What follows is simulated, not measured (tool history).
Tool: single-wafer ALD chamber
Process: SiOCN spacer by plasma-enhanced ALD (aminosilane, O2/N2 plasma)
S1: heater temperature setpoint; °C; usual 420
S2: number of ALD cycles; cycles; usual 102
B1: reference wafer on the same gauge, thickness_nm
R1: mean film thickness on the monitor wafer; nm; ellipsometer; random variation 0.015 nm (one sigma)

run    hour   S1   S2     B1     R1
  1     0.0  415  102  6.728  5.851
  2    32.7  415  102  6.731  5.829
  3    53.4  415  102  6.733  5.846
  4    86.1  420  102  6.726  5.761
  5   104.2  420   87  6.726  4.917
  6   121.0  420   87  6.724  4.914
  7   142.6  428  102  6.733  5.638
  8   176.7  420  102  6.730  5.767
  9   210.5  420  102  6.718  5.776
 10   310.9  420  102  6.719  5.754
 11   339.1  414  112  6.726  6.397
 12   356.1  414  112  6.719  6.456
 13   391.6  414  112  6.722  6.422
 14   410.4  427  102  6.718  5.632
 15   446.4  427  102  6.722  5.637
 16   467.1  420  102  6.721  5.755
      491.3  -- gauge calibrated
 17   495.5  420  102  6.944  5.950
 18   524.4  420  102  6.938  5.969
 19   551.6  420  102  6.918  5.915
 20   644.8  412   88  6.880  5.212
 21   662.7  420  102  6.875  5.893
 22   685.0  435   96  6.868  5.319
 23   703.8  420  102  6.867  5.874
 24   721.2  435  114  6.855  6.260
 25   741.2  415   84  6.853  4.888
 26   775.1  420  102  6.842  5.885
 27   809.2  428  102  6.834  5.712
 28   878.9  415   83  6.816  4.822
 29   901.7  420  121  6.819  6.897
      931.0  -- thermocouple changed; heater temperature recalibrated
 30   932.9  420  102  6.813  5.821
 31   953.1  411  108  6.808  6.340
 32   968.9  413  109  6.800  6.340
 33  1000.8  408  114  6.802  6.744
 34  1019.4  406  121  6.792  7.151
 35  1045.8  414  114  6.799  6.609
 36  1069.4  412   87  6.788  5.102
 37  1086.3  406  114  6.789  6.754
 38  1114.2  429   95  6.789  5.276
 39  1129.7  425   88  6.777  4.961
 40  1155.5  407   89  6.784  5.251
 41  1185.1  412   82  6.777  4.749

5 ways to go on from here, each from the tool as it stands after run 41. What would each give?
  A  1185.7  410  102   ?   ?
  B  1185.7  424  118   ?   ?
  C  1185.7  407   85   ?   ?
  D  1185.7  410   87   ?   ?
  E  1185.7  411  116   ?   ?

run     B1     R1
  A  6.773  5.972
  B  6.773  6.645
  C  6.773  5.018
  D  6.773  5.094
  E  6.773  6.773
Without the tool's hidden state the same runs would have given:
run     R1
  A  6.114
  B  6.803
  C  5.137
  D  5.215
  E  6.934

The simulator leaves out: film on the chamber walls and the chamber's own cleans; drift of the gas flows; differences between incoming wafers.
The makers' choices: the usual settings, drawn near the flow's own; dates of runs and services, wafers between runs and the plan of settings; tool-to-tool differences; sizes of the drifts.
